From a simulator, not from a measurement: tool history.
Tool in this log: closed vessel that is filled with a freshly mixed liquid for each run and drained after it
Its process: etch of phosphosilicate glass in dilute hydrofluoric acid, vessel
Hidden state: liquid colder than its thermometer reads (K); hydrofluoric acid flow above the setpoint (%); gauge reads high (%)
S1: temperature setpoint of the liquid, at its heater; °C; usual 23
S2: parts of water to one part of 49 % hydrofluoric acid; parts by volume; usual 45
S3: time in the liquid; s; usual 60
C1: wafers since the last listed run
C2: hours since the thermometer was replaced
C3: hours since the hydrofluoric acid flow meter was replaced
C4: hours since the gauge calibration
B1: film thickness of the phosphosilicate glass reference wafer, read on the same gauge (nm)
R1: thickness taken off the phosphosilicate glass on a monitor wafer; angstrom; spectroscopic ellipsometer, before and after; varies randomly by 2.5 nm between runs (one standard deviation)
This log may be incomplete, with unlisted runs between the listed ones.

| run | hour | S1 | S2 | S3 | C1 | C2 | C3 | C4 | B1 | R1 |
|---|---|---|---|---|---|---|---|---|---|---|
| 1 | 0 | 23 | 45 | 60 | 0 | 253.8 | 571.9 | 154 | 40.01 | 2929.5 |
| 2 | 19.5 | 23 | 45 | 60 | 1736 | 273.3 | 591.4 | 173.5 | 40.02 | 2925.6 |
| 3 | 32.6 | 23 | 40 | 70 | 1166 | 286.4 | 604.5 | 186.6 | 39.99 | 3869.8 |
| 4 | 57.6 | 23 | 40 | 70 | 2226 | 311.4 | 629.5 | 211.6 | 40 | 3877.5 |
| 5 | 73.8 | 23 | 45 | 60 | 1442 | 327.6 | 645.7 | 227.8 | 39.99 | 2900.8 |
| 6 | 101.2 | 23 | 45 | 60 | 2439 | 355 | 673.1 | 255.2 | 39.99 | 2926.4 |
|  | 179.5 | hydrofluoric acid flow meter replaced |
| 7 | 183.3 | 23 | 45 | 60 | 7221 | 437.1 | 3.8 | 337.3 | 39.99 | 2879.5 |
| 8 | 209.7 | 23 | 45 | 60 | 2350 | 463.5 | 30.2 | 363.7 | 39.99 | 2855.8 |
| 9 | 227.5 | 23 | 45 | 60 | 1585 | 481.3 | 48 | 381.5 | 40.01 | 2873.2 |
|  | 264.6 | thermometer replaced |
|  | 267.1 | gauge calibrated |
| 10 | 271.3 | 21.5 | 45 | 60 | 3811 | 6.7 | 91.8 | 4.2 | 39.99 | 2867.9 |
| 11 | 300.7 | 25.5 | 45 | 60 | 2617 | 36.1 | 121.2 | 33.6 | 39.99 | 3346.9 |
| 12 | 321.6 | 20 | 55 | 45 | 1861 | 57 | 142.1 | 54.5 | 40.01 | 1612 |
| 13 | 417.8 | 23 | 45 | 60 | 8566 | 153.2 | 238.3 | 150.7 | 39.98 | 3003 |
| 14 | 442.4 | 25.5 | 25 | 80 | 2190 | 177.8 | 262.9 | 175.3 | 40.02 | 8166.4 |
| 15 | 465.9 | 27.5 | 60 | 35 | 2092 | 201.3 | 286.4 | 198.8 | 40 | 1527.1 |
| 16 | 495.6 | 20.5 | 45 | 60 | 2644 | 231 | 316.1 | 228.5 | 39.99 | 2650.5 |

A few steps of R1 between consecutive runs. Split each: what settings, incoming material and random variation would produce without the hidden state, and what is left over for the hidden state, along with gauge scatter present in only one of the two compared results (measured, and without hidden state):
Run 9 -> 10: S1 23 -> 21.5, thermometer replaced, gauge calibrated. R1 -5.3 angstrom: hidden state +174.2, all else -179.5.
Run 14 -> 15: S1 25.5 -> 27.5, S2 25 -> 60, S3 80 -> 35. R1 -6639.3 angstrom: hidden state +168.4, all else -6807.7.
